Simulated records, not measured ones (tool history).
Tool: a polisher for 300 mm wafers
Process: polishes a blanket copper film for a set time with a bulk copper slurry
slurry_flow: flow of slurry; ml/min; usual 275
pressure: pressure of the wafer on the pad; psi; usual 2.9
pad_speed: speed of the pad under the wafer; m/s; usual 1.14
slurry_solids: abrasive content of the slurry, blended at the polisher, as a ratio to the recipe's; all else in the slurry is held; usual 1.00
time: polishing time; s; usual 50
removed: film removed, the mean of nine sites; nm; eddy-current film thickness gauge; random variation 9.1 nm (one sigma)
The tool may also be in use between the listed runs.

run,hour,slurry_flow,pressure,pad_speed,slurry_solids,time,wafers since the last listed run,wafers polished on this pad,hours since the slurry nozzle was cleaned,hours since the head pressure was calibrated,hours since the slurry blender was calibrated,"incoming thickness of the incoming film, nm",removed
1,0.0,275,2.9,1.02,1.00,50,0,1856,504.3,280.0,371.4,3334.4,512.7
2,44.2,275,2.9,1.02,1.00,50,407,2263,548.5,324.2,415.6,3278.3,509.8
# hour 76.2: slurry blender recalibrated
# hour 78.1: worn pad replaced by a new one
# hour 236.6: slurry nozzle cleaned
# hour 242.8: head pressure recalibrated
3,243.3,275,2.9,1.14,1.00,50,1769,1493,6.7,0.5,167.1,3305.4,590.0
4,284.6,275,2.9,1.14,1.00,50,380,1874,48.0,41.8,208.4,3267.8,586.5
# hour 316.7: worn pad replaced by a new one
5,379.4,220,2.9,1.14,1.00,50,836,577,142.8,136.6,303.2,3313.2,565.6
6,452.3,275,2.9,1.44,1.00,50,671,1248,215.7,209.5,376.1,3380.8,719.5
# hour 501.2: slurry blender recalibrated
7,522.1,275,2.9,1.14,1.00,50,624,1873,285.5,279.3,20.9,3337.4,591.8
# hour 564.9: worn pad replaced by a new one
8,614.6,275,2.9,1.14,1.00,68,815,458,378.0,371.8,113.4,3276.6,811.6
# hour 664.8: head pressure recalibrated
9,678.3,275,2.9,1.14,1.00,65,568,1026,441.7,13.5,177.1,3317.0,748.7
10,760.4,240,2.9,1.14,0.90,59,756,1782,523.8,95.6,259.2,3287.2,644.0
# hour 830.8: worn pad replaced by a new one
11,866.3,275,3.9,1.54,0.75,67,938,326,629.7,201.5,365.1,3342.6,1339.5
# hour 914.3: slurry nozzle cleaned
12,935.7,245,2.9,0.82,1.15,39,629,956,21.4,270.9,434.5,3255.7,317.2
# hour 982.6: slurry blender recalibrated
13,1007.0,275,2.9,1.14,1.00,50,638,1594,92.7,342.2,24.4,3313.6,607.0
# hour 1115.2: worn pad replaced by a new one
# hour 1159.5: head pressure recalibrated
14,1242.5,275,2.9,0.96,0.70,60,2113,1153,328.2,83.0,259.9,3316.3,558.7
15,1318.0,275,2.9,1.14,1.00,50,695,1848,403.7,158.5,335.4,3310.9,575.9

5 ways to go on from here, each from the tool as it stands after run 15. What would each give?
A,1318.4,275,2.9,1.14,1.00,34,3,1852,404.1,158.9,335.8,3302.9,?
B,1318.4,275,2.3,1.14,1.00,50,3,1852,404.1,158.9,335.8,3302.9,?
C,1318.4,275,2.2,1.14,1.00,50,3,1852,404.1,158.9,335.8,3302.9,?
D,1318.4,320,3.6,0.82,0.70,50,3,1852,404.1,158.9,335.8,3302.9,?
E,1318.4,275,2.9,0.76,1.00,50,3,1852,404.1,158.9,335.8,3302.9,?

run,removed
A,386.0
B,456.3
C,437.8
D,477.7
E,378.4
Without the tool's hidden state the same runs would have given:
run,removed
A,415.8
B,491.6
C,471.7
D,513.3
E,407.7
